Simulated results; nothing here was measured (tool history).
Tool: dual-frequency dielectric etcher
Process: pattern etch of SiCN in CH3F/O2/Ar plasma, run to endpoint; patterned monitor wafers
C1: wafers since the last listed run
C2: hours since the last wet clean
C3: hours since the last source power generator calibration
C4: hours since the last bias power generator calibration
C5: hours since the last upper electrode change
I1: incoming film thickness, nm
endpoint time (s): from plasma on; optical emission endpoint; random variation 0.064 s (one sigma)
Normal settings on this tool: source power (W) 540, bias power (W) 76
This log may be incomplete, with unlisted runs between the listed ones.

{"run": 1, "hour": 0.0, "source power (W)": 540, "bias power (W)": 76, "C1": 0, "C2": 289.8, "C3": 3751.8, "C4": 4534.5, "C5": 4471.8, "I1": 7.55, "endpoint time (s)": 17.5}
{"run": 2, "hour": 11.8, "source power (W)": 540, "bias power (W)": 76, "C1": 138, "C2": 301.6, "C3": 3763.6, "C4": 4546.3, "C5": 4483.6, "I1": 7.58, "endpoint time (s)": 17.6}
{"run": 3, "hour": 27.0, "source power (W)": 540, "bias power (W)": 76, "C1": 177, "C2": 316.8, "C3": 3778.8, "C4": 4561.5, "C5": 4498.8, "I1": 7.53, "endpoint time (s)": 17.4}
{"run": 4, "hour": 40.8, "source power (W)": 580, "bias power (W)": 65, "C1": 161, "C2": 330.6, "C3": 3792.6, "C4": 4575.3, "C5": 4512.6, "I1": 7.64, "endpoint time (s)": 17.9}
{"hour": 56.2, "done": "source power generator calibrated"}
{"run": 5, "hour": 56.7, "source power (W)": 580, "bias power (W)": 65, "C1": 139, "C2": 346.5, "C3": 0.5, "C4": 4591.2, "C5": 4528.5, "I1": 7.66, "endpoint time (s)": 17.8}
{"hour": 84.6, "done": "wet clean of the chamber"}
{"hour": 89.0, "done": "bias power generator calibrated"}
{"hour": 97.7, "done": "upper electrode replaced"}
{"run": 6, "hour": 98.2, "source power (W)": 580, "bias power (W)": 65, "C1": 55, "C2": 13.6, "C3": 42.0, "C4": 9.2, "C5": 0.5, "I1": 7.55, "endpoint time (s)": 17.6}
{"run": 7, "hour": 98.6, "source power (W)": 540, "bias power (W)": 76, "C1": 4, "C2": 14.0, "C3": 42.4, "C4": 9.6, "C5": 0.9, "I1": 7.55, "endpoint time (s)": 17.5}
{"run": 8, "hour": 98.9, "source power (W)": 640, "bias power (W)": 70, "C1": 3, "C2": 14.3, "C3": 42.7, "C4": 9.9, "C5": 1.2, "I1": 7.61, "endpoint time (s)": 16.6}
{"run": 9, "hour": 99.5, "source power (W)": 620, "bias power (W)": 76, "C1": 7, "C2": 14.9, "C3": 43.3, "C4": 10.5, "C5": 1.8, "I1": 7.58, "endpoint time (s)": 16.4}
{"run": 10, "hour": 114.5, "source power (W)": 540, "bias power (W)": 76, "C1": 175, "C2": 29.9, "C3": 58.3, "C4": 25.5, "C5": 16.8, "I1": 7.55, "endpoint time (s)": 17.5}
{"run": 11, "hour": 126.4, "source power (W)": 540, "bias power (W)": 76, "C1": 139, "C2": 41.8, "C3": 70.2, "C4": 37.4, "C5": 28.7, "I1": 7.62, "endpoint time (s)": 17.7}
{"run": 12, "hour": 136.5, "source power (W)": 460, "bias power (W)": 92, "C1": 118, "C2": 51.9, "C3": 80.3, "C4": 47.5, "C5": 38.8, "I1": 7.69, "endpoint time (s)": 18.3}
{"run": 13, "hour": 153.7, "source power (W)": 610, "bias power (W)": 66, "C1": 201, "C2": 69.1, "C3": 97.5, "C4": 64.7, "C5": 56.0, "I1": 7.65, "endpoint time (s)": 17.3}
{"run": 14, "hour": 165.3, "source power (W)": 440, "bias power (W)": 67, "C1": 135, "C2": 80.7, "C3": 109.1, "C4": 76.3, "C5": 67.6, "I1": 7.63, "endpoint time (s)": 20.2}
{"run": 15, "hour": 180.2, "source power (W)": 540, "bias power (W)": 71, "C1": 174, "C2": 95.6, "C3": 124.0, "C4": 91.2, "C5": 82.5, "I1": 7.67, "endpoint time (s)": 18.2}

Branching from run 15: 3 alternative next runs. What would each branch give?
{"run": "A", "hour": 180.6, "source power (W)": 540, "bias power (W)": 76, "C1": 4, "C2": 96.0, "C3": 124.4, "C4": 91.6, "C5": 82.9, "I1": 7.57, "endpoint time (s)": "?"}
{"run": "B", "hour": 180.6, "source power (W)": 500, "bias power (W)": 94, "C1": 4, "C2": 96.0, "C3": 124.4, "C4": 91.6, "C5": 82.9, "I1": 7.57, "endpoint time (s)": "?"}
{"run": "C", "hour": 180.6, "source power (W)": 610, "bias power (W)": 87, "C1": 4, "C2": 96.0, "C3": 124.4, "C4": 91.6, "C5": 82.9, "I1": 7.57, "endpoint time (s)": "?"}

run=A endpoint_time_(s)=17.6
run=B endpoint_time_(s)=17.2
run=C endpoint_time_(s)=16.0
Had the tool no hidden state, the same runs would have come out as:
run=A endpoint_time_(s)=17.6
run=B endpoint_time_(s)=17.2
run=C endpoint_time_(s)=16.0
